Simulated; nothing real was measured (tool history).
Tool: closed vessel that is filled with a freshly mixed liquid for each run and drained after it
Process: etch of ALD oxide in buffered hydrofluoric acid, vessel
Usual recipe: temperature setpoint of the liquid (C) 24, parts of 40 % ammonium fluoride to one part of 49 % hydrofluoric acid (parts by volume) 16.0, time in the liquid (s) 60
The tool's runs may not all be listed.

run     day  temperature setpoint of the liquid (C)  parts of 40 % ammonium fluoride to one part of 49 % hydrofluoric acid (parts by volume)  time in the liquid (s)  wafers since the last listed run  hours since the thermometer was replaced  hours since the hydrofluoric acid flow meter was replaced  hours since the gauge calibration  read-back film thickness of the ALD oxide reference wafer, read on the same gauge (nm)  thickness taken off the ALD oxide on a monitor wafer (Å)
  1   0.000                                      24                                                                                     16.0                      60                                 0                                    1672.0                                                      263.7                              669.4                                                                                  100.42                                                     453.2
  2   2.075                                      24                                                                                     16.0                      60                              6428                                    1721.8                                                      313.5                              719.2                                                                                  100.49                                                     453.3
  3   5.150                                      24                                                                                     16.0                      80                              9526                                    1795.6                                                      387.3                              793.0                                                                                  100.61                                                     605.2
  4   6.871                                      24                                                                                     16.0                      80                              5331                                    1836.9                                                      428.6                              834.3                                                                                  100.68                                                     597.0
  5  10.900                                      24                                                                                     16.0                      60                             12482                                    1933.6                                                      525.3                              931.0                                                                                  100.92                                                     442.5
  6  14.038                                      24                                                                                     16.0                      60                              9720                                    2008.9                                                      600.6                             1006.3                                                                                  101.06                                                     446.7
  7  15.558                                      24                                                                                     16.0                      60                              4711                                    2045.4                                                      637.1                             1042.8                                                                                  101.11                                                     452.5
  8  19.396                                      24                                                                                     16.0                      60                             11888                                    2137.5                                                      729.2                             1134.9                                                                                  101.35                                                     449.8
  9  26.196                                      20                                                                                     16.0                      50                             21066                                    2300.7                                                      892.4                             1298.1                                                                                  101.84                                                     303.9
 10  29.642                                      20                                                                                     16.0                      50                             10675                                    2383.4                                                      975.1                             1380.8                                                                                  102.06                                                     311.0
 11  32.571                                      20                                                                                     16.0                      50                              9074                                    2453.7                                                     1045.4                             1451.1                                                                                  102.28                                                     305.4
 12  34.333                                      24                                                                                     11.0                      60                              5460                                    2496.0                                                     1087.7                             1493.4                                                                                  102.41                                                     660.2
     34.583  -- thermometer replaced
 13  36.083                                      24                                                                                     11.0                      60                              5292                                      36.0                                                     1129.7                             1535.4                                                                                  102.62                                                     649.5
 14  37.896                                      24                                                                                     11.0                      60                              5615                                      79.5                                                     1173.2                             1578.9                                                                                  102.73                                                     661.9
 15  42.167                                      24                                                                                     11.5                      70                             13231                                     182.0                                                     1275.7                             1681.4                                                                                  103.14                                                     733.2
     42.788  -- gauge calibrated
 16  45.404                                      24                                                                                     11.5                      70                             10030                                     259.7                                                     1353.4                               62.8                                                                                  100.47                                                     719.8
 17  49.112                                      24                                                                                     13.0                      60                             11488                                     348.7                                                     1442.4                              151.8                                                                                  100.49                                                     552.2
 18  53.546                                      24                                                                                     21.5                      60                             13734                                     455.1                                                     1548.8                              258.2                                                                                  100.55                                                     343.8
 19  64.167                                      26                                                                                     16.0                      60                             32904                                     710.0                                                     1803.7                              513.1                                                                                  100.77                                                     504.5
 20  67.967                                      24                                                                                     16.0                      60                             11772                                     801.2                                                     1894.9                              604.3                                                                                  100.86                                                     450.9
     72.138  -- hydrofluoric acid flow meter replaced
 21  77.512                                      24                                                                                     13.5                      45                             29444                                    1030.3                                                      129.0                              833.4                                                                                  101.26                                                     404.9
 22  81.658                                      24                                                                                     10.5                      60                             12844                                    1129.8                                                      228.5                              932.9                                                                                  101.45                                                     680.7

Expected results for the next run?
 23  84.479                                      24                                                                                     16.0                      85                              8739                                    1197.5                                                      296.2                             1000.6                                                                                       ?                                                         ?

read-back film thickness of the ALD oxide reference wafer, read on the same gauge (nm): 101.62
thickness taken off the ALD oxide on a monitor wafer (Å): 641.1
The same run, on a tool lacking any hidden state, would have yielded thickness taken off the ALD oxide on a monitor wafer (Å) 631.0.

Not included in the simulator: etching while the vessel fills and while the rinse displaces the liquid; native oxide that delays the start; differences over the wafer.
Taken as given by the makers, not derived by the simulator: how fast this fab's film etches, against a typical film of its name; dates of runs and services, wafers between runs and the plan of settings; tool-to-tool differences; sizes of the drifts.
